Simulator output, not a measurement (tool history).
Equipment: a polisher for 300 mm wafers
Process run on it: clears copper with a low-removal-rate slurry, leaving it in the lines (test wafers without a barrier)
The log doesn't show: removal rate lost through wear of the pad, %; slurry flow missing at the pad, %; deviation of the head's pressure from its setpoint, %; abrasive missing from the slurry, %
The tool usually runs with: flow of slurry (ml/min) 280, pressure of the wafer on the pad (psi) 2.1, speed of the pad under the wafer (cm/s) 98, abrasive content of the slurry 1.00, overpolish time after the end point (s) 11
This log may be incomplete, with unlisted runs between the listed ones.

| run | day | flow of slurry (ml/min) | pressure of the wafer on the pad (psi) | speed of the pad under the wafer (cm/s) | abrasive content of the slurry | overpolish time after the end point (s) | wafers since the last listed run | wafers polished on this pad | hours since the slurry nozzle was cleaned | hours since the head pressure was calibrated | hours since the slurry blender was calibrated | incoming thickness of the incoming film, nm | time until the end point was called (s) | dishing of a wide line in a test structure (Å) |
|---|---|---|---|---|---|---|---|---|---|---|---|---|---|---|
| 1 | 0.000 | 280 | 2.1 | 98 | 1.00 | 11 | 0 | 1411 | 552.1 | 1081.7 | 219.2 | 225.7 | 116.4 | 142 |
| 2 | 1.925 | 280 | 2.1 | 98 | 1.00 | 11 | 339 | 1751 | 598.3 | 1127.9 | 265.4 | 232.1 | 118.6 | 140 |
| 3 | 3.454 | 280 | 2.1 | 98 | 1.00 | 11 | 270 | 2021 | 635.0 | 1164.6 | 302.1 | 234.2 | 119.0 | 142 |
| 4 | 4.562 | 280 | 2.1 | 98 | 1.00 | 11 | 195 | 2216 | 661.6 | 1191.2 | 328.7 | 229.8 | 117.3 | 136 |
|  | 5.450 | worn pad replaced by a new one |
|  | 6.308 | slurry blender recalibrated |
| 5 | 6.629 | 280 | 2.1 | 98 | 1.00 | 11 | 320 | 193 | 711.2 | 1240.8 | 7.7 | 231.9 | 117.5 | 141 |
|  | 8.392 | head pressure recalibrated |
| 6 | 9.612 | 280 | 2.1 | 98 | 1.00 | 11 | 512 | 705 | 782.8 | 29.3 | 79.3 | 227.0 | 120.9 | 138 |
| 7 | 11.779 | 280 | 2.1 | 98 | 1.00 | 11 | 382 | 1088 | 834.8 | 81.3 | 131.3 | 228.7 | 120.4 | 141 |
| 8 | 13.238 | 280 | 2.1 | 98 | 1.00 | 11 | 257 | 1345 | 869.8 | 116.3 | 166.3 | 230.3 | 122.4 | 136 |
|  | 14.200 | slurry nozzle cleaned |
| 9 | 15.546 | 280 | 2.1 | 98 | 1.00 | 11 | 400 | 1745 | 32.3 | 171.7 | 221.7 | 228.3 | 109.7 | 148 |
| 10 | 16.804 | 280 | 2.1 | 98 | 1.00 | 11 | 222 | 1968 | 62.5 | 201.9 | 251.9 | 228.7 | 110.0 | 142 |
| 11 | 17.862 | 280 | 2.1 | 98 | 1.25 | 17 | 186 | 2154 | 87.9 | 227.3 | 277.3 | 230.3 | 104.6 | 203 |
|  | 18.475 | slurry blender recalibrated |
| 12 | 19.188 | 280 | 2.1 | 98 | 1.00 | 11 | 219 | 2374 | 119.7 | 259.1 | 17.1 | 226.1 | 108.5 | 143 |
|  | 20.717 | worn pad replaced by a new one |
| 13 | 21.229 | 280 | 2.6 | 98 | 0.80 | 11 | 331 | 90 | 168.7 | 308.1 | 66.1 | 232.3 | 100.6 | 156 |
| 14 | 23.204 | 280 | 2.1 | 98 | 1.00 | 8 | 348 | 439 | 216.1 | 355.5 | 113.5 | 231.5 | 115.1 | 112 |
| 15 | 26.167 | 280 | 1.4 | 64 | 1.00 | 11 | 523 | 962 | 287.2 | 426.6 | 184.6 | 229.8 | 233.0 | 78 |
| 16 | 27.404 | 280 | 2.1 | 128 | 1.00 | 11 | 218 | 1181 | 316.9 | 456.3 | 214.3 | 230.6 | 91.2 | 166 |
| 17 | 30.167 | 280 | 1.5 | 98 | 1.00 | 11 | 487 | 1668 | 383.2 | 522.6 | 280.6 | 228.5 | 151.0 | 110 |
|  | 32.717 | slurry blender recalibrated |
|  | 32.796 | worn pad replaced by a new one |
| 18 | 32.817 | 280 | 1.6 | 98 | 1.00 | 11 | 439 | 3 | 446.8 | 586.2 | 2.4 | 233.6 | 149.1 | 119 |
| 19 | 33.933 | 280 | 2.1 | 98 | 1.00 | 11 | 197 | 201 | 473.6 | 613.0 | 29.2 | 232.8 | 116.4 | 136 |
| 20 | 36.817 | 240 | 1.6 | 98 | 1.00 | 11 | 509 | 710 | 542.8 | 682.2 | 98.4 | 229.5 | 148.2 | 114 |
| 21 | 39.579 | 340 | 2.1 | 76 | 1.20 | 16 | 487 | 1198 | 609.1 | 748.5 | 164.7 | 230.4 | 139.0 | 167 |
| 22 | 41.517 | 280 | 2.1 | 98 | 1.00 | 11 | 342 | 1540 | 655.6 | 795.0 | 211.2 | 231.1 | 120.4 | 137 |
| 23 | 43.717 | 310 | 1.6 | 128 | 1.00 | 17 | 388 | 1928 | 708.4 | 847.8 | 264.0 | 231.7 | 112.3 | 192 |
| 24 | 45.096 | 280 | 2.1 | 98 | 1.00 | 11 | 243 | 2172 | 741.5 | 880.9 | 297.1 | 227.4 | 118.9 | 135 |
|  | 46.412 | slurry blender recalibrated |
|  | 47.367 | worn pad replaced by a new one |
| 25 | 47.800 | 280 | 2.1 | 98 | 1.00 | 11 | 433 | 76 | 806.4 | 945.8 | 33.3 | 231.5 | 122.2 | 136 |
|  | 50.158 | slurry nozzle cleaned |
| 26 | 50.621 | 325 | 2.1 | 126 | 1.20 | 13 | 490 | 567 | 11.1 | 1013.5 | 101.0 | 230.4 | 80.7 | 206 |
| 27 | 53.121 | 235 | 1.5 | 98 | 0.85 | 9 | 441 | 1008 | 71.1 | 1073.5 | 161.0 | 234.9 | 159.7 | 93 |

What if the next run were any one of these 5? Each begins from the tool's condition after run 27:
| A | 53.142 | 280 | 2.1 | 98 | 1.00 | 11 | 3 | 1012 | 71.6 | 1074.0 | 161.5 | 231.0 | ? | ? |
| B | 53.142 | 240 | 1.7 | 98 | 1.00 | 11 | 3 | 1012 | 71.6 | 1074.0 | 161.5 | 231.0 | ? | ? |
| C | 53.142 | 280 | 2.1 | 98 | 1.10 | 11 | 3 | 1012 | 71.6 | 1074.0 | 161.5 | 231.0 | ? | ? |
| D | 53.142 | 190 | 1.9 | 98 | 1.00 | 11 | 3 | 1012 | 71.6 | 1074.0 | 161.5 | 231.0 | ? | ? |
| E | 53.142 | 280 | 2.8 | 98 | 0.75 | 11 | 3 | 1012 | 71.6 | 1074.0 | 161.5 | 231.0 | ? | ? |

| run | time until the end point was called (s) | dishing of a wide line in a test structure (Å) |
|---|---|---|
| A | 110.1 | 142 |
| B | 133.4 | 122 |
| C | 106.9 | 145 |
| D | 126.8 | 127 |
| E | 94.6 | 160 |
Had the tool no hidden state, the same runs would have come out as:
| run | time until the end point was called (s) | dishing of a wide line in a test structure (Å) |
|---|---|---|
| A | 108.5 | 144 |
| B | 131.3 | 123 |
| C | 105.4 | 147 |
| D | 124.2 | 129 |
| E | 93.3 | 162 |
